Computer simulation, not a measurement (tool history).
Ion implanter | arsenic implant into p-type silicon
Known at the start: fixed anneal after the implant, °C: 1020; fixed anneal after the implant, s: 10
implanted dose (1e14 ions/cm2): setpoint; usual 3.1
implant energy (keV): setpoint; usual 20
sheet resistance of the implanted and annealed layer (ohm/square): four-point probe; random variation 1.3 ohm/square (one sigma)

run	hour	implanted dose (1e14 ions/cm2)	implant energy (keV)	wafers since the last listed run	hours since the last dose calibration	hours since the extraction supply was calibrated	hours since the gauge calibration	read-back reference wafer on the same gauge, sheet resistance	sheet resistance of the implanted and annealed layer (ohm/square)
1	0	3.1	16.5	0	1119.5	5108.5	624.6	365.28	306.44
2	48.2	3.1	16.5	471	1167.7	5156.7	672.8	364.83	305.14
3	99.2	3.1	20	499	1218.7	5207.7	723.8	365.43	297.85
4	124.8	3.1	20	250	1244.3	5233.3	749.4	364.87	298.76
5	171.6	3.1	20	458	1291.1	5280.1	796.2	364.64	297.67
6	237.8	3.1	23.5	647	1357.3	5346.3	862.4	364.42	289.57
7	304.6	3.1	23.5	653	1424.1	5413.1	929.2	364.74	291.28
8	355.3	3.1	20	496	1474.8	5463.8	979.9	365.02	296.13
9	387.4	3.1	20	314	1506.9	5495.9	1012	365.19	296.71
10	432.7	3.46	20	443	1552.2	5541.2	1057.3	364.69	273.46
11	504.4	3.71	20	701	1623.9	5612.9	1129	365.15	260.44
# hour 600.2: extraction supply calibrated
# hour 680.5: gauge calibrated
12	690.9	3.1	20	1747	1810.4	90.7	10.4	365.07	298.33
13	750.6	3.1	14	584	1870.1	150.4	70.1	365.09	310.34
14	800.6	3.1	22	489	1920.1	200.4	120.1	365.56	295.3
15	827.7	2.28	16	265	1947.2	227.5	147.2	365.01	382.85
16	856.7	3.1	20	283	1976.2	256.5	176.2	364.53	298.24
17	917.5	3.67	26	595	2037	317.3	237	364.76	251.18
# hour 932.4: Faraday cup replaced and dose calibrated
18	981.1	2.3	13.5	544	48.7	380.9	300.6	364.61	399.15
19	1042	3.49	16	596	109.6	441.8	361.5	364.44	287.4
20	1104.3	2.69	23.5	609	171.9	504.1	423.8	364.86	332.34
21	1129.4	3.48	26	245	197	529.2	448.9	365.07	268.53
22	1162.8	3.1	22	326	230.4	562.6	482.3	365.17	299.19
23	1188.5	2.59	26	251	256.1	588.3	508	364.9	333.74

The tool's hidden state at each run:
deviation of the true energy from its setpoint, %: 0 in every run
gauge reads high (%): 0 in every run
H1: deviation of the true dose from the Faraday cup's reading, %
run	H1
1	3.77
2	3.83
3	3.9
4	3.93
5	3.99
6	4.06
7	4.12
8	4.17
9	4.19
10	4.23
11	4.28
12	4.39
13	4.42
14	4.44
15	4.46
16	4.47
17	4.49
18	0.131
19	0.562
20	0.963
21	1.11
22	1.31
23	1.45

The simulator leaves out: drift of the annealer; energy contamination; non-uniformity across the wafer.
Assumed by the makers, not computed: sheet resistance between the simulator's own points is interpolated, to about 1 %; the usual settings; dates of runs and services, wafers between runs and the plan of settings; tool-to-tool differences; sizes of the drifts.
